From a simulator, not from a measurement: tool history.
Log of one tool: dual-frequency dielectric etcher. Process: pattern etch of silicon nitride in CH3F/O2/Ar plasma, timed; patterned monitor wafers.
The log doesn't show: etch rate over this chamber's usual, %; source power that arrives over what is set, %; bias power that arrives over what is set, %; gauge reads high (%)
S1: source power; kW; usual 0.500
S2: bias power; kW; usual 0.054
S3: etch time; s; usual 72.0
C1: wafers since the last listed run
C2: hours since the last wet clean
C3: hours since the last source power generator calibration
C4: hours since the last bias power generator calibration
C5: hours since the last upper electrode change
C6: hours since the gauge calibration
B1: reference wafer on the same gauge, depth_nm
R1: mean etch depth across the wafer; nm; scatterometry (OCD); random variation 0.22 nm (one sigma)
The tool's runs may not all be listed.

Run 1, hour 0.0: usual settings; C1 0; C2 213.3; C3 129.9; C4 1677.0; C5 4344.6; C6 1741.5; B1 59.59. Result: R1 49.73 nm.
At hour 71.2: bias power generator calibrated.
Run 2, hour 71.7: usual settings; C1 504; C2 285.0; C3 201.6; C4 0.5; C5 4416.3; C6 1813.2; B1 59.62. Result: R1 49.78 nm.
Run 3, hour 133.9: usual settings; C1 463; C2 347.2; C3 263.8; C4 62.7; C5 4478.5; C6 1875.4; B1 59.56. Result: R1 49.60 nm.
Run 4, hour 178.5: usual settings but S2 0.063 kW, S3 87.5 s; C1 332; C2 391.8; C3 308.4; C4 107.3; C5 4523.1; C6 1920.0; B1 59.65. Result: R1 63.96 nm.
Run 5, hour 203.5: usual settings but S2 0.063 kW, S3 87.5 s; C1 186; C2 416.8; C3 333.4; C4 132.3; C5 4548.1; C6 1945.0; B1 59.63. Result: R1 63.18 nm.
At hour 207.2: gauge calibrated.
Run 6, hour 246.9: usual settings but S2 0.050 kW; C1 323; C2 460.2; C3 376.8; C4 175.7; C5 4591.5; C6 39.7; B1 59.64. Result: R1 48.80 nm.
Run 7, hour 273.0: usual settings; C1 194; C2 486.3; C3 402.9; C4 201.8; C5 4617.6; C6 65.8; B1 59.59. Result: R1 50.17 nm.
At hour 304.9: upper electrode replaced.
Run 8, hour 305.4: usual settings but S1 0.530 kW; C1 62; C2 518.7; C3 435.3; C4 234.2; C5 0.5; C6 98.2; B1 59.60. Result: R1 51.10 nm.
Run 9, hour 332.4: usual settings but S2 0.047 kW, S3 85.5 s; C1 201; C2 545.7; C3 462.3; C4 261.2; C5 27.5; C6 125.2; B1 59.59. Result: R1 56.61 nm.
Run 10, hour 398.6: usual settings but S2 0.063 kW, S3 87.5 s; C1 493; C2 611.9; C3 528.5; C4 327.4; C5 93.7; C6 191.4; B1 59.63. Result: R1 63.40 nm.
At hour 438.5: wet clean of the chamber.
Run 11, hour 462.1: usual settings; C1 294; C2 23.6; C3 592.0; C4 390.9; C5 157.2; C6 254.9; B1 59.60. Result: R1 49.66 nm.
Run 12, hour 520.6: usual settings but S2 0.047 kW; C1 435; C2 82.1; C3 650.5; C4 449.4; C5 215.7; C6 313.4; B1 59.58. Result: R1 48.04 nm.
Run 13, hour 584.5: usual settings but S2 0.043 kW, S3 81.0 s; C1 476; C2 146.0; C3 714.4; C4 513.3; C5 279.6; C6 377.3; B1 59.56. Result: R1 52.16 nm.
Run 14, hour 717.2: usual settings but S1 0.460 kW; C1 988; C2 278.7; C3 847.1; C4 646.0; C5 412.3; C6 510.0; B1 59.60. Result: R1 48.27 nm.
Run 15, hour 754.5: usual settings but S2 0.050 kW, S3 63.0 s; C1 277; C2 316.0; C3 884.4; C4 683.3; C5 449.6; C6 547.3; B1 59.61. Result: R1 42.16 nm.
Run 16, hour 809.1: usual settings; C1 406; C2 370.6; C3 939.0; C4 737.9; C5 504.2; C6 601.9; B1 59.67. Result: R1 49.69 nm.
Run 17, hour 909.9: usual settings; C1 751; C2 471.4; C3 1039.8; C4 838.7; C5 605.0; C6 702.7; B1 59.64. Result: R1 49.77 nm.
At hour 972.0: wet clean of the chamber.
Run 18, hour 973.4: usual settings but S1 0.390 kW, S2 0.061 kW; C1 294; C2 1.4; C3 1103.3; C4 902.2; C5 668.5; C6 766.2; B1 59.66. Result: R1 48.06 nm.
Run 19, hour 1020.4: usual settings but S1 0.570 kW, S3 56.0 s; C1 350; C2 48.4; C3 1150.3; C4 949.2; C5 715.5; C6 813.2; B1 59.64. Result: R1 40.52 nm.
Run 20, hour 1058.5: usual settings but S3 80.5 s; C1 283; C2 86.5; C3 1188.4; C4 987.3; C5 753.6; C6 851.3; B1 59.62. Result: R1 55.29 nm.
Run 21, hour 1153.9: usual settings but S3 57.5 s; C1 710; C2 181.9; C3 1283.8; C4 1082.7; C5 849.0; C6 946.7; B1 59.60. Result: R1 39.89 nm.
Run 22, hour 1186.5: usual settings but S3 51.0 s; C1 242; C2 214.5; C3 1316.4; C4 1115.3; C5 881.6; C6 979.3; B1 59.60. Result: R1 35.35 nm.
Run 23, hour 1239.4: usual settings but S1 0.390 kW, S2 0.049 kW, S3 58.5 s; C1 394; C2 267.4; C3 1369.3; C4 1168.2; C5 934.5; C6 1032.2; B1 59.64. Result: R1 36.56 nm.
Run 24, hour 1268.8: usual settings but S3 56.0 s; C1 219; C2 296.8; C3 1398.7; C4 1197.6; C5 963.9; C6 1061.6; B1 59.64. Result: R1 38.61 nm.
Run 25, hour 1314.8: usual settings but S1 0.610 kW, S2 0.049 kW, S3 58.0 s; C1 342; C2 342.8; C3 1444.7; C4 1243.6; C5 1009.9; C6 1107.6; B1 59.57. Result: R1 41.60 nm.
Run 26, hour 1378.8: usual settings but S1 0.380 kW; C1 476; C2 406.8; C3 1508.7; C4 1307.6; C5 1073.9; C6 1171.6; B1 59.62. Result: R1 45.92 nm.
Run 27, hour 1445.5: usual settings but S1 0.580 kW, S2 0.045 kW, S3 62.5 s; C1 496; C2 473.5; C3 1575.4; C4 1374.3; C5 1140.6; C6 1238.3; B1 59.61. Result: R1 43.05 nm.
Run 28, hour 1514.9: usual settings; C1 517; C2 542.9; C3 1644.8; C4 1443.7; C5 1210.0; C6 1307.7; B1 59.61. Result: R1 49.65 nm.
At hour 1571.4: bias power generator calibrated.
Run 29, hour 1571.9: usual settings but S1 0.540 kW; C1 394; C2 599.9; C3 1701.8; C4 0.5; C5 1267.0; C6 1364.7; B1 59.57. Result: R1 50.85 nm.

5 ways to go on from here, each from the tool as it stands after run 29. What would each give?
Run A, hour 1572.3: usual settings but S1 0.570 kW; C1 2; C2 600.3; C3 1702.2; C4 0.9; C5 1267.4; C6 1365.1; B1 ?. Result: R1 ?.
Run B, hour 1572.3: usual settings but S1 0.440 kW, S3 80.0 s; C1 2; C2 600.3; C3 1702.2; C4 0.9; C5 1267.4; C6 1365.1; B1 ?. Result: R1 ?.
Run C, hour 1572.3: usual settings but S1 0.410 kW, S2 0.044 kW, S3 85.5 s; C1 2; C2 600.3; C3 1702.2; C4 0.9; C5 1267.4; C6 1365.1; B1 ?. Result: R1 ?.
Run D, hour 1572.3: usual settings but S3 91.5 s; C1 2; C2 600.3; C3 1702.2; C4 0.9; C5 1267.4; C6 1365.1; B1 ?. Result: R1 ?.
Run E, hour 1572.3: usual settings but S1 0.420 kW, S2 0.040 kW; C1 2; C2 600.3; C3 1702.2; C4 0.9; C5 1267.4; C6 1365.1; B1 ?. Result: R1 ?.

run     B1     R1
  A  59.60  51.72
  B  59.60  53.05
  C  59.60  52.32
  D  59.60  63.08
  E  59.60  43.23
Without the tool's hidden state the same runs would have given:
run     R1
  A  51.72
  B  53.05
  C  52.32
  D  63.08
  E  43.23
